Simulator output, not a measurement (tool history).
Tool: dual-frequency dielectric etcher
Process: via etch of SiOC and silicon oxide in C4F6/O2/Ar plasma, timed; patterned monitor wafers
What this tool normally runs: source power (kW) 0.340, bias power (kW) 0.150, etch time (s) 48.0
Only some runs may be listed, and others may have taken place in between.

run	hour	source power (kW)	bias power (kW)	etch time (s)	wafers since the last listed run	hours since the last wet clean	hours since the last source power generator calibration	hours since the last bias power generator calibration	hours since the last upper electrode change	hours since the gauge calibration	read-back reference wafer on the same gauge, depth_nm	mean etch depth across the wafer (Å)
1	0.0	0.340	0.150	48.0	0	113.3	3435.1	964.7	1216.6	727.9	42.52	538.5
2	98.5	0.340	0.150	48.0	1046	211.8	3533.6	1063.2	1315.1	826.4	42.45	539.8
3	205.7	0.340	0.150	48.0	1139	319.0	3640.8	1170.4	1422.3	933.6	42.51	542.3
# hour 466.7: wet clean of the chamber
4	467.2	0.340	0.150	48.0	2524	0.5	3902.3	1431.9	1683.8	1195.1	42.49	538.1
5	506.5	0.340	0.150	48.0	417	39.8	3941.6	1471.2	1723.1	1234.4	42.50	537.0
6	589.8	0.340	0.150	48.0	885	123.1	4024.9	1554.5	1806.4	1317.7	42.53	542.9
7	630.3	0.340	0.150	48.0	430	163.6	4065.4	1595.0	1846.9	1358.2	42.46	541.4
8	709.3	0.340	0.121	48.0	839	242.6	4144.4	1674.0	1925.9	1437.2	42.51	506.5
# hour 815.9: source power generator calibrated
9	816.4	0.340	0.121	48.0	1095	349.7	0.5	1781.1	2033.0	1544.3	42.48	495.1
10	870.9	0.340	0.121	48.0	579	404.2	55.0	1835.6	2087.5	1598.8	42.50	495.4
11	929.1	0.340	0.150	48.0	618	462.4	113.2	1893.8	2145.7	1657.0	42.52	529.8
12	971.6	0.340	0.150	48.0	451	504.9	155.7	1936.3	2188.2	1699.5	42.51	525.0
# hour 1006.2: wet clean of the chamber
13	1048.8	0.340	0.150	48.0	565	42.6	232.9	2013.5	2265.4	1776.7	42.55	521.1
# hour 1101.1: upper electrode replaced
14	1127.3	0.340	0.150	48.0	579	121.1	311.4	2092.0	26.2	1855.2	42.50	521.4
15	1173.0	0.410	0.150	48.0	485	166.8	357.1	2137.7	71.9	1900.9	42.48	578.5
# hour 1230.4: bias power generator calibrated
16	1250.8	0.340	0.163	48.0	784	244.6	434.9	20.4	149.7	1978.7	42.53	536.1
17	1356.0	0.270	0.114	37.5	1118	349.8	540.1	125.6	254.9	2083.9	42.49	331.8
# hour 1391.2: gauge calibrated
18	1411.7	0.340	0.150	48.0	591	405.5	595.8	181.3	310.6	20.5	42.50	526.3
19	1478.2	0.380	0.150	48.0	706	472.0	662.3	247.8	377.1	87.0	42.54	556.5
20	1551.1	0.340	0.150	48.0	774	544.9	735.2	320.7	450.0	159.9	42.49	527.9
21	1599.3	0.340	0.139	48.0	512	593.1	783.4	368.9	498.2	208.1	42.55	517.9
# hour 1656.9: wet clean of the chamber
22	1657.4	0.280	0.150	40.0	362	0.5	841.5	427.0	556.3	266.2	42.50	389.7
23	1695.1	0.320	0.187	57.0	400	38.2	879.2	464.7	594.0	303.9	42.45	642.0
24	1783.7	0.340	0.150	48.0	941	126.8	967.8	553.3	682.6	392.5	42.52	525.4
25	1824.4	0.340	0.150	35.0	432	167.5	1008.5	594.0	723.3	433.2	42.47	384.8
26	1996.4	0.410	0.122	48.0	1828	339.5	1180.5	766.0	895.3	605.2	42.49	548.4
27	2091.5	0.340	0.150	55.0	1010	434.6	1275.6	861.1	990.4	700.3	42.51	610.5
28	2151.7	0.340	0.150	48.0	639	494.8	1335.8	921.3	1050.6	760.5	42.50	529.6
29	2195.5	0.340	0.150	48.0	465	538.6	1379.6	965.1	1094.4	804.3	42.49	528.3

Predict each of these 4 candidate next runs independently; none follows another, all start after run 29:
A	2195.9	0.280	0.150	48.0	4	539.0	1380.0	965.5	1094.8	804.7	?	?
B	2195.9	0.290	0.125	53.5	4	539.0	1380.0	965.5	1094.8	804.7	?	?
C	2195.9	0.340	0.150	34.5	4	539.0	1380.0	965.5	1094.8	804.7	?	?
D	2195.9	0.400	0.113	35.5	4	539.0	1380.0	965.5	1094.8	804.7	?	?

run	read-back reference wafer on the same gauge, depth_nm	mean etch depth across the wafer (Å)
A	42.47	473.3
B	42.47	509.4
C	42.47	379.7
D	42.47	392.3
What these runs would have given with no unlogged condition in the tool:
run	mean etch depth across the wafer (Å)
A	467.1
B	502.8
C	374.8
D	387.2
